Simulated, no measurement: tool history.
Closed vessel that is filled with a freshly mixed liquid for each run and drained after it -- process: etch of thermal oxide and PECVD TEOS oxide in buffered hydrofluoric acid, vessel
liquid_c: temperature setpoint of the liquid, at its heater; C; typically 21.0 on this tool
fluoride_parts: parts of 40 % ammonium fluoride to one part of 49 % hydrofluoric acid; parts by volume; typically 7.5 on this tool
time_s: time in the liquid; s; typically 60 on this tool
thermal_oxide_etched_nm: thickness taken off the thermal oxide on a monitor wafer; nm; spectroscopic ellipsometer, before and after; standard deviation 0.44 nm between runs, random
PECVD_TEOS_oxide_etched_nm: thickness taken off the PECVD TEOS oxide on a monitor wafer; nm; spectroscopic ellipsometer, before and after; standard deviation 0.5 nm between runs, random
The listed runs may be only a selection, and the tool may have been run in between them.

run,hour,liquid_c,fluoride_parts,time_s,"read-back film thickness of the thermal oxide reference wafer, read on the same gauge (nm)","read-back film thickness of the PECVD TEOS oxide reference wafer, read on the same gauge (nm)",thermal_oxide_etched_nm,PECVD_TEOS_oxide_etched_nm
1,0.0,21.0,6.0,60,93.13,82.76,94.72,128.41
2,17.6,21.0,7.5,60,93.21,82.83,76.89,105.74
3,43.3,21.0,7.5,60,93.25,82.90,78.03,104.54
4,58.4,21.0,5.0,60,93.34,82.96,111.87,150.48
5,91.7,21.0,6.5,60,93.47,83.08,89.27,121.41
6,121.0,23.0,10.5,30,93.54,83.16,31.63,43.64
7,138.7,21.0,7.5,60,93.58,83.20,78.14,105.60
8,171.4,17.0,5.5,50,93.77,83.32,68.24,92.81
9,200.3,19.5,7.5,60,93.80,83.41,71.90,97.28
10,234.4,21.0,7.5,60,93.99,83.53,78.18,105.72
# hour 264.4: gauge calibrated
11,306.4,18.5,7.5,45,90.21,80.19,48.56,66.68
12,333.4,21.0,7.5,60,90.33,80.30,74.04,102.17
# hour 357.2: hydrofluoric acid flow meter replaced
13,368.2,21.0,7.5,60,90.40,80.41,75.62,102.30
14,402.6,17.0,8.5,85,90.61,80.52,74.85,101.05
15,424.9,21.0,7.5,60,90.66,80.59,75.22,101.95
16,450.7,17.5,7.5,85,90.76,80.66,87.82,118.78
# hour 460.0: thermometer replaced
17,475.7,21.0,6.0,80,90.82,80.76,124.77,168.72
18,488.6,21.0,9.0,80,90.90,80.79,81.93,112.95
19,511.6,21.0,6.0,50,90.97,80.89,77.39,106.06
20,529.5,19.5,9.5,45,91.00,80.92,41.68,56.23
21,559.3,17.0,10.5,30,91.15,81.02,22.01,30.24
22,571.9,23.0,5.5,75,91.17,81.07,138.69,189.05
23,591.9,21.0,7.5,60,91.31,81.11,75.48,102.67
24,607.2,19.5,5.0,90,91.35,81.17,150.70,204.61
25,703.0,21.0,7.5,60,91.61,81.47,76.07,103.74
26,718.4,19.0,6.5,45,91.75,81.55,58.53,80.12

What if the next run were any one of these 4? Each begins from the tool's condition after run 26:
A,719.1,21.0,7.5,60,?,?,?,?
B,719.1,22.5,9.0,70,?,?,?,?
C,719.1,17.0,7.5,35,?,?,?,?
D,719.1,17.5,9.0,60,?,?,?,?

run,"read-back film thickness of the thermal oxide reference wafer, read on the same gauge (nm)","read-back film thickness of the PECVD TEOS oxide reference wafer, read on the same gauge (nm)",thermal_oxide_etched_nm,PECVD_TEOS_oxide_etched_nm
A,91.72,81.54,76.49,103.16
B,91.72,81.54,79.57,107.31
C,91.72,81.54,35.62,48.04
D,91.72,81.54,51.55,69.53
What these runs would have given with no unlogged condition in the tool:
run,thermal_oxide_etched_nm,PECVD_TEOS_oxide_etched_nm
A,75.05,101.22
B,78.07,105.30
C,34.95,47.14
D,50.58,68.22
